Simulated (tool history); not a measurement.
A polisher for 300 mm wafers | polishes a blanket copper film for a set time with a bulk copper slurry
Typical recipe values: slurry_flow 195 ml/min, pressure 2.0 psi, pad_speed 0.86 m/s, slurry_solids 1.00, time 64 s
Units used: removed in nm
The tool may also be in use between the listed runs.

run,hour,slurry_flow,pressure,pad_speed,slurry_solids,time,wafers since the last listed run,wafers polished on this pad,hours since the slurry nozzle was cleaned,hours since the head pressure was calibrated,hours since the slurry blender was calibrated,"incoming thickness of the incoming film, nm",removed
1,0.0,195,2.0,0.86,1.00,76,0,1723,496.7,275.4,174.2,2812.3,395.9
# hour 87.2: worn pad replaced by a new one
2,100.7,195,2.0,0.86,1.00,76,688,96,597.4,376.1,274.9,2754.1,385.3
# hour 124.7: head pressure recalibrated
# hour 140.5: slurry blender recalibrated
3,164.6,195,2.0,0.86,1.00,64,426,522,661.3,39.9,24.1,2799.4,331.0
# hour 207.9: slurry nozzle cleaned
4,225.9,195,2.0,0.86,1.00,64,429,951,18.0,101.2,85.4,2783.4,329.1
# hour 393.2: worn pad replaced by a new one
# hour 441.8: head pressure recalibrated
# hour 470.5: slurry blender recalibrated
5,521.8,195,2.0,0.86,1.00,64,2048,886,313.9,80.0,51.3,2769.6,340.4
6,617.4,195,2.0,0.86,1.00,64,680,1567,409.5,175.6,146.9,2769.0,335.4
# hour 662.3: worn pad replaced by a new one
7,668.8,195,2.0,0.86,1.00,64,337,46,460.9,227.0,198.3,2864.9,334.8
8,752.7,195,2.0,0.86,0.90,64,597,643,544.8,310.9,282.2,2788.7,329.8
# hour 793.5: slurry blender recalibrated
# hour 800.7: slurry nozzle cleaned
9,810.5,195,2.0,0.86,0.90,64,389,1033,9.8,368.7,17.0,2773.6,332.5
# hour 828.9: head pressure recalibrated
10,867.5,255,1.6,0.60,1.00,70,391,1424,66.8,38.6,74.0,2787.0,230.2
# hour 922.6: worn pad replaced by a new one
11,936.0,195,2.0,0.86,1.00,64,459,95,135.3,107.1,142.5,2788.0,332.8
12,1035.6,195,2.0,0.74,0.85,53,708,803,234.9,206.7,242.1,2766.5,233.6
13,1083.8,175,2.2,0.86,1.25,55,343,1146,283.1,254.9,290.3,2831.7,324.0
# hour 1102.5: slurry blender recalibrated
# hour 1192.6: head pressure recalibrated
14,1242.6,145,1.7,0.86,1.00,74,1101,2248,441.9,50.0,140.1,2827.5,320.6
# hour 1249.1: worn pad replaced by a new one
15,1283.1,195,2.0,0.86,1.00,64,259,241,482.4,90.5,180.6,2813.6,334.4
# hour 1345.3: slurry nozzle cleaned
16,1368.8,265,2.0,0.86,1.00,64,602,844,23.5,176.2,266.3,2840.2,343.7
# hour 1398.5: slurry blender recalibrated
17,1461.5,195,2.6,0.78,1.25,45,645,1489,116.2,268.9,63.0,2865.5,288.2
18,1500.4,265,1.6,0.86,1.00,64,276,1766,155.1,307.8,101.9,2796.2,284.4

What if the next run were any one of these 5? Each begins from the tool's condition after run 18:
A,1500.8,260,2.0,0.86,1.00,64,2,1769,155.5,308.2,102.3,2814.3,?
B,1500.8,195,1.6,1.14,0.75,50,2,1769,155.5,308.2,102.3,2814.3,?
C,1500.8,255,2.6,1.10,1.00,83,2,1769,155.5,308.2,102.3,2814.3,?
D,1500.8,195,2.0,0.86,1.10,64,2,1769,155.5,308.2,102.3,2814.3,?
E,1500.8,195,2.0,1.10,1.25,64,2,1769,155.5,308.2,102.3,2814.3,?

run,removed
A,345.0
B,259.1
C,700.3
D,339.9
E,431.8
Had the tool no hidden state, the same runs would have come out as:
run,removed
A,345.0
B,259.1
C,700.3
D,339.9
E,431.8
